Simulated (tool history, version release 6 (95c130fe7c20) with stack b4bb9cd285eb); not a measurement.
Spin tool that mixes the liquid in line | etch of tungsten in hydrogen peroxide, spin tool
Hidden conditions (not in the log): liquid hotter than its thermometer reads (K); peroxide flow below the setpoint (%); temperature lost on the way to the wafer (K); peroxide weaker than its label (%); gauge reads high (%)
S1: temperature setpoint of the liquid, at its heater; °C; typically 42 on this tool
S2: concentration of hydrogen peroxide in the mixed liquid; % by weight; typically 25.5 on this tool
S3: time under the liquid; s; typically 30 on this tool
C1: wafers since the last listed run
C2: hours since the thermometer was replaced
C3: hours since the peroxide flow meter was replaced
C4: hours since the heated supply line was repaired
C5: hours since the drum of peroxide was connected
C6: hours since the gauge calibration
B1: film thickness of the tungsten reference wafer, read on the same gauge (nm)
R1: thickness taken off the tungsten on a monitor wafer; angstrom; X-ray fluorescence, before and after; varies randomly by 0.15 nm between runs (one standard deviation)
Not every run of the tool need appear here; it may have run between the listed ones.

run 1 hour=0 | S1=42 S2=25.5 S3=30 | C1=0 C2=1068.2 C3=2005.1 C4=1022.6 C5=633.5 C6=104.9 | B1=90.01 | R1=273.8
run 2 hour=26.3 | S1=42 S2=25.5 S3=30 | C1=577 C2=1094.5 C3=2031.4 C4=1048.9 C5=659.8 C6=131.2 | B1=89.99 | R1=272.1
run 3 hour=58.5 | S1=42 S2=25.5 S3=30 | C1=706 C2=1126.7 C3=2063.6 C4=1081.1 C5=692 C6=163.4 | B1=90 | R1=271.1
run 4 hour=141.7 | S1=42 S2=25.5 S3=30 | C1=1825 C2=1209.9 C3=2146.8 C4=1164.3 C5=775.2 C6=246.6 | B1=90.02 | R1=268.7
run 5 hour=156.7 | S1=42 S2=25.5 S3=30 | C1=329 C2=1224.9 C3=2161.8 C4=1179.3 C5=790.2 C6=261.6 | B1=90 | R1=268.4
-- hour=162.5 gauge calibrated
run 6 hour=172.6 | S1=42 S2=25.5 S3=30 | C1=348 C2=1240.8 C3=2177.7 C4=1195.2 C5=806.1 C6=10.1 | B1=89.99 | R1=267.3
run 7 hour=203.9 | S1=42 S2=25.5 S3=30 | C1=686 C2=1272.1 C3=2209 C4=1226.5 C5=837.4 C6=41.4 | B1=89.99 | R1=267.6
run 8 hour=223.5 | S1=42 S2=25.5 S3=30 | C1=430 C2=1291.7 C3=2228.6 C4=1246.1 C5=857 C6=61 | B1=90.01 | R1=268
run 9 hour=235.5 | S1=42 S2=23 S3=30 | C1=263 C2=1303.7 C3=2240.6 C4=1258.1 C5=869 C6=73 | B1=90.03 | R1=253.5
run 10 hour=257.3 | S1=34 S2=20.5 S3=15 | C1=478 C2=1325.5 C3=2262.4 C4=1279.9 C5=890.8 C6=94.8 | B1=90 | R1=69.8
run 11 hour=282.1 | S1=42 S2=25.5 S3=30 | C1=544 C2=1350.3 C3=2287.2 C4=1304.7 C5=915.6 C6=119.6 | B1=90 | R1=266.3
-- hour=307.1 peroxide flow meter replaced
run 12 hour=309.8 | S1=49.5 S2=27.5 S3=30 | C1=585 C2=1378 C3=2.7 C4=1332.4 C5=943.3 C6=147.3 | B1=89.98 | R1=441.6
-- hour=332.2 new drum of peroxide connected
-- hour=332.3 heated supply line repaired
run 13 hour=340.6 | S1=37 S2=23 S3=30 | C1=649 C2=1408.8 C3=33.5 C4=8.3 C5=8.4 C6=178.1 | B1=89.99 | R1=201
-- hour=371.7 thermometer replaced
run 14 hour=396.8 | S1=42 S2=25.5 S3=30 | C1=1211 C2=25.1 C3=89.7 C4=64.5 C5=64.6 C6=234.3 | B1=90.02 | R1=293.4
-- hour=398.3 gauge calibrated
run 15 hour=411.8 | S1=42 S2=25.5 S3=30 | C1=329 C2=40.1 C3=104.7 C4=79.5 C5=79.6 C6=13.5 | B1=90.02 | R1=293.5
run 16 hour=445 | S1=48.5 S2=25.5 S3=20 | C1=728 C2=73.3 C3=137.9 C4=112.7 C5=112.8 C6=46.7 | B1=89.99 | R1=295.6
run 17 hour=477.2 | S1=35.5 S2=20.5 S3=15 | C1=706 C2=105.5 C3=170.1 C4=144.9 C5=145 C6=78.9 | B1=90.01 | R1=86
run 18 hour=499.2 | S1=48 S2=25.5 S3=30 | C1=482 C2=127.5 C3=192.1 C4=166.9 C5=167 C6=100.9 | B1=90 | R1=427.3

Forecast each of these 4 alternatives for the next run:
run A hour=499.6 | S1=42 S2=25.5 S3=30 | C1=8 C2=127.9 C3=192.5 C4=167.3 C5=167.4 C6=101.3 | B1=? | R1=?
run B hour=499.6 | S1=36 S2=22.5 S3=40 | C1=8 C2=127.9 C3=192.5 C4=167.3 C5=167.4 C6=101.3 | B1=? | R1=?
run C hour=499.6 | S1=47 S2=18 S3=40 | C1=8 C2=127.9 C3=192.5 C4=167.3 C5=167.4 C6=101.3 | B1=? | R1=?
run D hour=499.6 | S1=42 S2=19.5 S3=30 | C1=8 C2=127.9 C3=192.5 C4=167.3 C5=167.4 C6=101.3 | B1=? | R1=?

run=A B1=89.99 R1=292.7
run=B B1=89.99 R1=247.3
run=C B1=89.99 R1=450
run=D B1=89.99 R1=255.9
Without the tool's hidden state the same runs would have given:
run=A R1=301
run=B R1=254.4
run=C R1=462.6
run=D R1=263.2

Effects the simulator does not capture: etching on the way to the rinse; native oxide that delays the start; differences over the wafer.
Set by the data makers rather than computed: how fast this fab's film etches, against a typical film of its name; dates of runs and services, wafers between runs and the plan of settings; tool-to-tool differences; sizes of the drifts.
